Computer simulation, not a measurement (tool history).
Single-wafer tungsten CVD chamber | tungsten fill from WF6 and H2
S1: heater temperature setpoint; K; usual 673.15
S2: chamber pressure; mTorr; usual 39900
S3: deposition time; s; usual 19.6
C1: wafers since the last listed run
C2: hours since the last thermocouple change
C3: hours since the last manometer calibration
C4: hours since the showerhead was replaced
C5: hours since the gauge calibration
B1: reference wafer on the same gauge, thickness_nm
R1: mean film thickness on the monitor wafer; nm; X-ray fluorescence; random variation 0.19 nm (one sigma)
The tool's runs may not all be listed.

run 1 hour=0 | S1=673.15 S2=39900 S3=19.6 | C1=0 C2=320.9 C3=838.3 C4=5695.9 C5=652.4 | B1=64.033 | R1=64.442
run 2 hour=99.5 | S1=673.15 S2=39900 S3=19.6 | C1=2732 C2=420.4 C3=937.8 C4=5795.4 C5=751.9 | B1=63.953 | R1=64.512
run 3 hour=201.9 | S1=673.15 S2=39900 S3=19.6 | C1=2812 C2=522.8 C3=1040.2 C4=5897.8 C5=854.3 | B1=63.998 | R1=64.711
run 4 hour=293.6 | S1=673.15 S2=39900 S3=21 | C1=2518 C2=614.5 C3=1131.9 C4=5989.5 C5=946 | B1=64.011 | R1=69.022
run 5 hour=395.6 | S1=673.15 S2=39900 S3=21 | C1=2801 C2=716.5 C3=1233.9 C4=6091.5 C5=1048 | B1=64.018 | R1=68.797
run 6 hour=491.9 | S1=673.15 S2=39900 S3=21 | C1=2644 C2=812.8 C3=1330.2 C4=6187.8 C5=1144.3 | B1=64.003 | R1=68.673
run 7 hour=567.5 | S1=673.15 S2=39900 S3=19.6 | C1=2076 C2=888.4 C3=1405.8 C4=6263.4 C5=1219.9 | B1=64.016 | R1=64.028
run 8 hour=621.6 | S1=673.15 S2=39900 S3=19.6 | C1=1485 C2=942.5 C3=1459.9 C4=6317.5 C5=1274 | B1=63.985 | R1=63.764
run 9 hour=708.6 | S1=673.15 S2=39900 S3=19.6 | C1=2389 C2=1029.5 C3=1546.9 C4=6404.5 C5=1361 | B1=64.005 | R1=63.977
run 10 hour=775 | S1=673.15 S2=39900 S3=19.6 | C1=1823 C2=1095.9 C3=1613.3 C4=6470.9 C5=1427.4 | B1=64.018 | R1=64.121
run 11 hour=840.4 | S1=673.15 S2=39900 S3=19.6 | C1=1796 C2=1161.3 C3=1678.7 C4=6536.3 C5=1492.8 | B1=64.013 | R1=63.948
run 12 hour=904.8 | S1=673.15 S2=39900 S3=19.6 | C1=1768 C2=1225.7 C3=1743.1 C4=6600.7 C5=1557.2 | B1=64.01 | R1=63.895
-- hour=933.5 thermocouple changed; heater temperature recalibrated
run 13 hour=975.6 | S1=673.15 S2=35900 S3=21.1 | C1=1724 C2=42.1 C3=1813.9 C4=6671.5 C5=1628 | B1=64.008 | R1=65.649
run 14 hour=1083.4 | S1=673.15 S2=35900 S3=21.1 | C1=2960 C2=149.9 C3=1921.7 C4=6779.3 C5=1735.8 | B1=64.008 | R1=65.761
-- hour=1128.8 capacitance manometer re-zeroed and calibrated
run 15 hour=1135.6 | S1=673.15 S2=35900 S3=21.1 | C1=1213 C2=202.1 C3=6.8 C4=6831.5 C5=1788 | B1=63.994 | R1=64.61
run 16 hour=1177.1 | S1=679.15 S2=49500 S3=19.6 | C1=1139 C2=243.6 C3=48.3 C4=6873 C5=1829.5 | B1=63.995 | R1=75.127
run 17 hour=1269.7 | S1=682.15 S2=30300 S3=19.6 | C1=2543 C2=336.2 C3=140.9 C4=6965.6 C5=1922.1 | B1=63.997 | R1=64.054
run 18 hour=1375.8 | S1=673.15 S2=47600 S3=23 | C1=2914 C2=442.3 C3=247 C4=7071.7 C5=2028.2 | B1=64.001 | R1=79.014
run 19 hour=1420.4 | S1=669.15 S2=39900 S3=21.7 | C1=1224 C2=486.9 C3=291.6 C4=7116.3 C5=2072.8 | B1=63.982 | R1=64.601
-- hour=1455.5 capacitance manometer re-zeroed and calibrated, repeated, since the last time left the tool worse
run 20 hour=1461.1 | S1=682.15 S2=39900 S3=23.1 | C1=898 C2=527.6 C3=5.6 C4=7157 C5=2113.5 | B1=64.031 | R1=88.559
-- hour=1493 showerhead replaced
run 21 hour=1533.2 | S1=673.15 S2=39900 S3=19.6 | C1=1760 C2=599.7 C3=77.7 C4=40.2 C5=2185.6 | B1=64.003 | R1=65.598
run 22 hour=1586.4 | S1=680.15 S2=42900 S3=20.7 | C1=1461 C2=652.9 C3=130.9 C4=93.4 C5=2238.8 | B1=64.014 | R1=79.433
-- hour=1639.2 gauge calibrated
run 23 hour=1659.9 | S1=663.15 S2=39900 S3=19.6 | C1=2018 C2=726.4 C3=204.4 C4=166.9 C5=20.7 | B1=63.978 | R1=55.677
run 24 hour=1736.7 | S1=682.15 S2=30300 S3=19.6 | C1=2109 C2=803.2 C3=281.2 C4=243.7 C5=97.5 | B1=64.023 | R1=67.258
run 25 hour=1838.9 | S1=688.15 S2=45600 S3=18 | C1=2806 C2=905.4 C3=383.4 C4=345.9 C5=199.7 | B1=63.995 | R1=79.752

Run 26 comes next. What will it give?
run 26 hour=1882.3 | S1=664.15 S2=42900 S3=16.4 | C1=1191 C2=948.8 C3=426.8 C4=389.3 C5=243.1 | B1=? | R1=?

{"run 26": {"B1": 63.992, "R1": 48.581}}
Without the tool's hidden state the same run would have given R1 48.623 nm.

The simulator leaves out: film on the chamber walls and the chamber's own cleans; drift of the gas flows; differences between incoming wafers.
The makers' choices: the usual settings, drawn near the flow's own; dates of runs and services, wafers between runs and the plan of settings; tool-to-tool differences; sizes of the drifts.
